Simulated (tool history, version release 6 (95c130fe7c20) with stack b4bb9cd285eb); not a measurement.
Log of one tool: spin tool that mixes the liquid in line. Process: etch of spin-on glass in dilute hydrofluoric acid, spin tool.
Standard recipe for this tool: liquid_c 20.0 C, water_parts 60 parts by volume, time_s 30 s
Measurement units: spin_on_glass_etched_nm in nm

run   hour  liquid_c  water_parts  time_s  read-back film thickness of the spin-on glass reference wafer, read on the same gauge (nm)  spin_on_glass_etched_nm
  1    0.0      23.0           60      20                                                                                      139.97                    15.39
  2    6.2      20.0           60      30                                                                                      139.99                    20.23
  3   21.5      20.0           60      30                                                                                      140.01                    20.39
  4   32.7      20.0           60      30                                                                                      139.99                    20.30
  5   41.5      20.0           60      30                                                                                      140.00                    20.46
  6   48.2      20.0           60      25                                                                                      140.02                    17.00
  7   66.1      20.0           60      25                                                                                      140.00                    17.03
  8   80.1      20.0           60      30                                                                                      139.99                    20.50
  9   95.5      20.0           60      30                                                                                      139.98                    20.41
 10  109.5      20.0           60      30                                                                                      139.99                    20.49
     116.0  -- thermometer replaced
 11  125.5      21.5           60      30                                                                                      139.98                    20.13
 12  138.3      21.5           60      30                                                                                      139.99                    20.29
     141.5  -- gauge calibrated
     150.0  -- hydrofluoric acid flow meter replaced
 13  150.6      21.5           60      30                                                                                      139.95                    20.25
 14  157.4      20.0           60      30                                                                                      139.98                    18.80
 15  166.5      20.0           60      30                                                                                      139.98                    19.04
 16  183.7      24.0           60      40                                                                                      139.99                    29.93
 17  190.3      20.0           60      30                                                                                      139.97                    18.95
 18  201.6      20.0           60      30                                                                                      140.02                    19.17
 19  214.4      18.0           45      15                                                                                      139.99                    11.87
 20  225.9      20.0           60      30                                                                                      139.97                    19.15
 21  232.9      20.0           60      30                                                                                      140.02                    19.08
 22  248.1      22.0           60      25                                                                                      139.99                    17.33
 23  257.0      17.0           60      30                                                                                      140.00                    16.96
 24  265.6      18.5           30      50                                                                                      140.00                    61.94
 25  281.6      20.0           60      30                                                                                      140.01                    19.22
 26  290.4      24.5           85      30                                                                                      140.01                    15.85
 27  297.8      20.0           35      35                                                                                      140.01                    39.70
 28  314.8      17.5           70      30                                                                                      140.01                    14.77
 29  329.0      20.0           60      30                                                                                      140.00                    19.54
 30  337.4      20.0           50      30                                                                                      140.00                    23.55
 31  347.1      24.5           60      30                                                                                      140.01                    23.31
 32  358.4      18.5           80      15                                                                                      139.96                     6.69
 33  367.1      24.0           60      15                                                                                      140.00                    11.39
 34  380.6      20.0           60      30                                                                                      140.01                    19.59
 35  395.0      20.0           85      30                                                                                      140.00                    13.40

Selected run-to-run steps in spin_on_glass_etched_nm, each split into two signed amounts: the part the tool would show with no hidden state at all (from settings, incoming material and random variation), and the remainder, which goes to the hidden state together with any gauge scatter not common to the measured and the hidden-state-free results:
The hidden state here: liquid hotter than its thermometer reads (K); hydrofluoric acid flow below the setpoint (%); gauge reads high (%).
Run 10 -> 11: liquid_c 20.0 -> 21.5, thermometer replaced. spin_on_glass_etched_nm -0.36 nm: hidden state -1.72, all else +1.36.
Run 23 -> 24: liquid_c 17.0 -> 18.5, water_parts 60 -> 30, time_s 30 -> 50. spin_on_glass_etched_nm +44.98 nm: hidden state +1.29, all else +43.69.
Run 24 -> 25: liquid_c 18.5 -> 20.0, water_parts 30 -> 60, time_s 50 -> 30. spin_on_glass_etched_nm -42.72 nm: hidden state -1.19, all else -41.53.
Run 27 -> 28: liquid_c 20.0 -> 17.5, water_parts 35 -> 70, time_s 35 -> 30. spin_on_glass_etched_nm -24.93 nm: hidden state -0.77, all else -24.16.

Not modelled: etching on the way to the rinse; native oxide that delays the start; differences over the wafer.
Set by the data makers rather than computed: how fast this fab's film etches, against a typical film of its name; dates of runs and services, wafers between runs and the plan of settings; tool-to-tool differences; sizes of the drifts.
